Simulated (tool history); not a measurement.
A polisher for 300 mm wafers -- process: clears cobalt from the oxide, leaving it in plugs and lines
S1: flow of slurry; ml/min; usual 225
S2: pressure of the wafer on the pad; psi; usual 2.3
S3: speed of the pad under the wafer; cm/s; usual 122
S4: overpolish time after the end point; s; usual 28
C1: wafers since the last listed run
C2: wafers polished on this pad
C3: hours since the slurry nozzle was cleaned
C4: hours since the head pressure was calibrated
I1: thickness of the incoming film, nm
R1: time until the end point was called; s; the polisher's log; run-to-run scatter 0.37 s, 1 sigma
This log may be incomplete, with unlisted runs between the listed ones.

{"run": 1, "hour": 0.0, "S1": 225, "S2": 2, "S3": 122, "S4": 28, "C1": 0, "C2": 484, "C3": 153.3, "C4": 848.2, "I1": 248.4, "R1": 36.8}
{"run": 2, "hour": 31.5, "S1": 225, "S2": 2.3, "S3": 122, "S4": 28, "C1": 172, "C2": 657, "C3": 184.8, "C4": 879.7, "I1": 253.3, "R1": 35.1}
{"run": 3, "hour": 46.5, "S1": 225, "S2": 2.3, "S3": 122, "S4": 28, "C1": 82, "C2": 739, "C3": 199.8, "C4": 894.7, "I1": 252.4, "R1": 34.9}
{"run": 4, "hour": 58.8, "S1": 225, "S2": 2.3, "S3": 122, "S4": 28, "C1": 67, "C2": 806, "C3": 212.1, "C4": 907, "I1": 250.8, "R1": 34.9}
{"run": 5, "hour": 85.7, "S1": 225, "S2": 2.3, "S3": 122, "S4": 28, "C1": 147, "C2": 954, "C3": 239, "C4": 933.9, "I1": 248.1, "R1": 34.5}
{"run": 6, "hour": 100.0, "S1": 225, "S2": 2.3, "S3": 122, "S4": 28, "C1": 78, "C2": 1032, "C3": 253.3, "C4": 948.2, "I1": 246.3, "R1": 34.3}
{"run": 7, "hour": 126.2, "S1": 195, "S2": 2.3, "S3": 122, "S4": 28, "C1": 143, "C2": 1176, "C3": 279.5, "C4": 974.4, "I1": 246.7, "R1": 35.5}
{"run": 8, "hour": 157.8, "S1": 195, "S2": 2.3, "S3": 122, "S4": 28, "C1": 173, "C2": 1349, "C3": 311.1, "C4": 1006, "I1": 254.3, "R1": 35.8}
{"hour": 182.5, "done": "worn pad replaced by a new one"}
{"run": 9, "hour": 192.1, "S1": 225, "S2": 2.3, "S3": 122, "S4": 28, "C1": 165, "C2": 52, "C3": 345.4, "C4": 1040.3, "I1": 248.9, "R1": 32.2}
{"run": 10, "hour": 215.3, "S1": 225, "S2": 2.3, "S3": 122, "S4": 28, "C1": 127, "C2": 179, "C3": 368.6, "C4": 1063.5, "I1": 252.4, "R1": 33.6}
{"hour": 220.6, "done": "head pressure recalibrated"}
{"run": 11, "hour": 229.9, "S1": 225, "S2": 2.3, "S3": 88, "S4": 28, "C1": 69, "C2": 248, "C3": 383.2, "C4": 9.3, "I1": 246.9, "R1": 42.3}
{"run": 12, "hour": 249.8, "S1": 285, "S2": 2.3, "S3": 122, "S4": 28, "C1": 109, "C2": 357, "C3": 403.1, "C4": 29.2, "I1": 252.5, "R1": 33.1}
{"hour": 253.9, "done": "slurry nozzle cleaned"}
{"run": 13, "hour": 326.4, "S1": 225, "S2": 2.3, "S3": 122, "S4": 28, "C1": 414, "C2": 771, "C3": 72.5, "C4": 105.8, "I1": 249, "R1": 34.7}
{"run": 14, "hour": 341.7, "S1": 280, "S2": 1.5, "S3": 134, "S4": 28, "C1": 83, "C2": 855, "C3": 87.8, "C4": 121.1, "I1": 250.2, "R1": 39.7}
{"run": 15, "hour": 371.9, "S1": 225, "S2": 2.3, "S3": 158, "S4": 20, "C1": 165, "C2": 1020, "C3": 118, "C4": 151.3, "I1": 250.6, "R1": 27.9}
{"run": 16, "hour": 402.7, "S1": 285, "S2": 1.6, "S3": 136, "S4": 19, "C1": 168, "C2": 1189, "C3": 148.8, "C4": 182.1, "I1": 251.7, "R1": 39}
{"run": 17, "hour": 414.8, "S1": 250, "S2": 2.3, "S3": 122, "S4": 18, "C1": 66, "C2": 1255, "C3": 160.9, "C4": 194.2, "I1": 250, "R1": 34.6}
{"run": 18, "hour": 445.5, "S1": 225, "S2": 2.3, "S3": 122, "S4": 28, "C1": 168, "C2": 1424, "C3": 191.6, "C4": 224.9, "I1": 251.1, "R1": 34.8}
{"hour": 463.6, "done": "worn pad replaced by a new one"}
{"run": 19, "hour": 464.1, "S1": 225, "S2": 2.3, "S3": 122, "S4": 28, "C1": 79, "C2": 2, "C3": 210.2, "C4": 243.5, "I1": 247, "R1": 31}

What if the next run were any one of these 4? Each begins from the tool's condition after run 19:
{"run": "A", "hour": 464.5, "S1": 225, "S2": 2.3, "S3": 122, "S4": 36, "C1": 2, "C2": 4, "C3": 210.6, "C4": 243.9, "I1": 247, "R1": "?"}
{"run": "B", "hour": 464.5, "S1": 225, "S2": 1.9, "S3": 122, "S4": 43, "C1": 2, "C2": 4, "C3": 210.6, "C4": 243.9, "I1": 247, "R1": "?"}
{"run": "C", "hour": 464.5, "S1": 250, "S2": 2.3, "S3": 122, "S4": 28, "C1": 2, "C2": 4, "C3": 210.6, "C4": 243.9, "I1": 247, "R1": "?"}
{"run": "D", "hour": 464.5, "S1": 295, "S2": 2.3, "S3": 122, "S4": 28, "C1": 2, "C2": 4, "C3": 210.6, "C4": 243.9, "I1": 247, "R1": "?"}

run=A R1=31.3
run=B R1=35.2
run=C R1=31.1
run=D R1=30.6
Take away the tool's hidden state, keep each run's random variation, and the runs would have read:
run=A R1=31
run=B R1=34.7
run=C R1=30.7
run=D R1=30.3

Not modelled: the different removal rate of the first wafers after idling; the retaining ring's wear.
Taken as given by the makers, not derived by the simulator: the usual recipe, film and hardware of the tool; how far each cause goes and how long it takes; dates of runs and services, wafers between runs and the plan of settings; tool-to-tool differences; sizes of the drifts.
